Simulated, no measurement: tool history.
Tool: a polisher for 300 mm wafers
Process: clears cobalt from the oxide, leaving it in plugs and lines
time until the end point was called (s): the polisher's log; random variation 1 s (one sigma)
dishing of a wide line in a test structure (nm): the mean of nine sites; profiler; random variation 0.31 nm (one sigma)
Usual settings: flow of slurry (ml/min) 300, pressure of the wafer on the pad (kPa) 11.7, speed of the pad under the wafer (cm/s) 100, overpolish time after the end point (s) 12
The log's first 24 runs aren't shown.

run    hour  flow of slurry (ml/min)  pressure of the wafer on the pad (kPa)  speed of the pad under the wafer (cm/s)  overpolish time after the end point (s)  wafers since the last listed run  wafers polished on this pad  hours since the slurry nozzle was cleaned  hours since the head pressure was calibrated  incoming thickness of the incoming film, nm  time until the end point was called (s)  dishing of a wide line in a test structure (nm)
 25  1361.2                      300                                    11.7                                      132                                       12                               395                         1605                                      317.8                                         255.9                                        257.8                                     52.5                                               32
 26    1391                      300                                    11.7                                      100                                       12                               200                         1806                                      347.6                                         285.7                                          258                                     70.1                                             27.7
 27  1423.7                      300                                    11.7                                      100                                       18                               220                         2026                                      380.3                                         318.4                                        257.9                                     68.6                                               35
 28  1474.1                      300                                    11.7                                      100                                       12                               339                         2365                                      430.7                                         368.8                                        262.7                                     70.1                                             27.6
 29  1511.9                      300                                    11.7                                       82                                        6                               254                         2619                                      468.5                                         406.6                                        262.4                                     83.9                                               14
     1660.5  -- worn pad replaced by a new one
     1664.2  -- head pressure recalibrated
 30  1707.9                      300                                     9.7                                      100                                       12                              1278                          305                                      664.5                                          43.7                                        262.1                                     82.6                                             25.4
 31  1743.2                      300                                    11.7                                      100                                       12                               237                          543                                      699.8                                            79                                        258.7                                     68.5                                             27.8
 32  1801.8                      375                                    11.7                                      100                                       12                               394                          937                                      758.4                                         137.6                                        261.4                                     68.2                                             28.6
 33  1864.6                      225                                    13.1                                       82                                        9                               422                         1360                                      821.2                                         200.4                                        255.9                                     74.7                                             20.9
 34  1920.6                      375                                    11.7                                      122                                       12                               376                         1736                                      877.2                                         256.4                                        262.4                                     54.9                                             31.5

Forecast each of these 4 alternatives for the next run:
  A  1921                      300                                    11.7                                      128                                       12                                 2                         1739                                      877.6                                         256.8                                        259.1                                        ?                                                ?
  B  1921                      225                                       9                                      114                                       10                                 2                         1739                                      877.6                                         256.8                                        259.1                                        ?                                                ?
  C  1921                      210                                    13.8                                      114                                        8                                 2                         1739                                      877.6                                         256.8                                        259.1                                        ?                                                ?
  D  1921                      300                                       9                                      124                                       17                                 2                         1739                                      877.6                                         256.8                                        259.1                                        ?                                                ?

run  time until the end point was called (s)  dishing of a wide line in a test structure (nm)
  A                                     52.1                                             31.9
  B                                     79.2                                             21.7
  C                                       52                                             24.9
  D                                     70.4                                             32.9
Without the tool's hidden state the same runs would have given:
run  time until the end point was called (s)  dishing of a wide line in a test structure (nm)
  A                                     49.4                                             32.9
  B                                     75.1                                             22.5
  C                                     49.3                                             25.8
  D                                     66.7                                             33.8

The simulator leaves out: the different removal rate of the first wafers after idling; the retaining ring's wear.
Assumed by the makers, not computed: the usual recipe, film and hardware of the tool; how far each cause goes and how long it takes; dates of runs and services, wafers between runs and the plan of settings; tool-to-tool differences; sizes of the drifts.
